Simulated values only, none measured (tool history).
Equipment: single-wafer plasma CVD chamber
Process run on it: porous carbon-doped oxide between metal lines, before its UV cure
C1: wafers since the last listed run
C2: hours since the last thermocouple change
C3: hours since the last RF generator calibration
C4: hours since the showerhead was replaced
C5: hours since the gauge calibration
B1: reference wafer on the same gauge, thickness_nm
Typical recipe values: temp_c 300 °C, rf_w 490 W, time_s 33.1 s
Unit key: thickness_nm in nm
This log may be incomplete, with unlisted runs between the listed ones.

run 1 hour=0.0 | temp_c=307 rf_w=445 time_s=33.1 | C1=0 C2=1248.9 C3=647.7 C4=6357.2 C5=284.9 | B1=138.967 | thickness_nm=140.706
run 2 hour=25.7 | temp_c=306 rf_w=490 time_s=33.1 | C1=827 C2=1274.6 C3=673.4 C4=6382.9 C5=310.6 | B1=139.042 | thickness_nm=156.578
run 3 hour=57.8 | temp_c=308 rf_w=490 time_s=33.1 | C1=1033 C2=1306.7 C3=705.5 C4=6415.0 C5=342.7 | B1=138.906 | thickness_nm=153.565
run 4 hour=84.3 | temp_c=308 rf_w=490 time_s=33.1 | C1=852 C2=1333.2 C3=732.0 C4=6441.5 C5=369.2 | B1=139.202 | thickness_nm=153.492
-- hour=120.2 gauge calibrated
-- hour=174.9 RF generator calibrated
run 5 hour=182.4 | temp_c=308 rf_w=490 time_s=33.1 | C1=2899 C2=1431.3 C3=7.5 C4=6539.6 C5=62.2 | B1=139.029 | thickness_nm=161.985
run 6 hour=194.5 | temp_c=300 rf_w=465 time_s=36.4 | C1=389 C2=1443.4 C3=19.6 C4=6551.7 C5=74.3 | B1=139.022 | thickness_nm=178.582
run 7 hour=218.6 | temp_c=300 rf_w=465 time_s=36.4 | C1=775 C2=1467.5 C3=43.7 C4=6575.8 C5=98.4 | B1=139.033 | thickness_nm=178.909
-- hour=235.1 thermocouple changed; heater temperature recalibrated
run 8 hour=236.0 | temp_c=309 rf_w=525 time_s=34.8 | C1=302 C2=0.9 C3=61.1 C4=6593.2 C5=115.8 | B1=139.095 | thickness_nm=178.835
run 9 hour=262.9 | temp_c=308 rf_w=490 time_s=33.1 | C1=865 C2=27.8 C3=88.0 C4=6620.1 C5=142.7 | B1=138.875 | thickness_nm=160.251
-- hour=279.1 showerhead replaced
run 10 hour=298.6 | temp_c=287 rf_w=490 time_s=36.6 | C1=891 C2=63.5 C3=123.7 C4=19.5 C5=178.4 | B1=138.973 | thickness_nm=204.793
run 11 hour=316.0 | temp_c=300 rf_w=550 time_s=33.1 | C1=560 C2=80.9 C3=141.1 C4=36.9 C5=195.8 | B1=139.006 | thickness_nm=186.069
run 12 hour=343.6 | temp_c=288 rf_w=490 time_s=33.1 | C1=888 C2=108.5 C3=168.7 C4=64.5 C5=223.4 | B1=138.785 | thickness_nm=183.029
run 13 hour=374.0 | temp_c=300 rf_w=445 time_s=37.2 | C1=978 C2=138.9 C3=199.1 C4=94.9 C5=253.8 | B1=139.079 | thickness_nm=173.921
run 14 hour=387.8 | temp_c=300 rf_w=490 time_s=33.1 | C1=444 C2=152.7 C3=212.9 C4=108.7 C5=267.6 | B1=139.032 | thickness_nm=167.756

Consider 4 possible next runs. They are alternatives, not a sequence: every one starts from the tool as it was left by run 14. What does each give?
run A hour=388.2 | temp_c=300 rf_w=490 time_s=35.4 | C1=12 C2=153.1 C3=213.3 C4=109.1 C5=268.0 | B1=? | thickness_nm=?
run B hour=388.2 | temp_c=294 rf_w=530 time_s=33.1 | C1=12 C2=153.1 C3=213.3 C4=109.1 C5=268.0 | B1=? | thickness_nm=?
run C hour=388.2 | temp_c=313 rf_w=490 time_s=29.8 | C1=12 C2=153.1 C3=213.3 C4=109.1 C5=268.0 | B1=? | thickness_nm=?
run D hour=388.2 | temp_c=294 rf_w=490 time_s=33.1 | C1=12 C2=153.1 C3=213.3 C4=109.1 C5=268.0 | B1=? | thickness_nm=?

run=A B1=139.126 thickness_nm=178.304
run=B B1=139.126 thickness_nm=185.676
run=C B1=139.126 thickness_nm=139.163
run=D B1=139.126 thickness_nm=173.821
Stripped of hidden state, with their random variation kept, the same runs would have yielded:
run=A thickness_nm=182.071
run=B thickness_nm=189.538
run=C thickness_nm=142.104
run=D thickness_nm=177.493
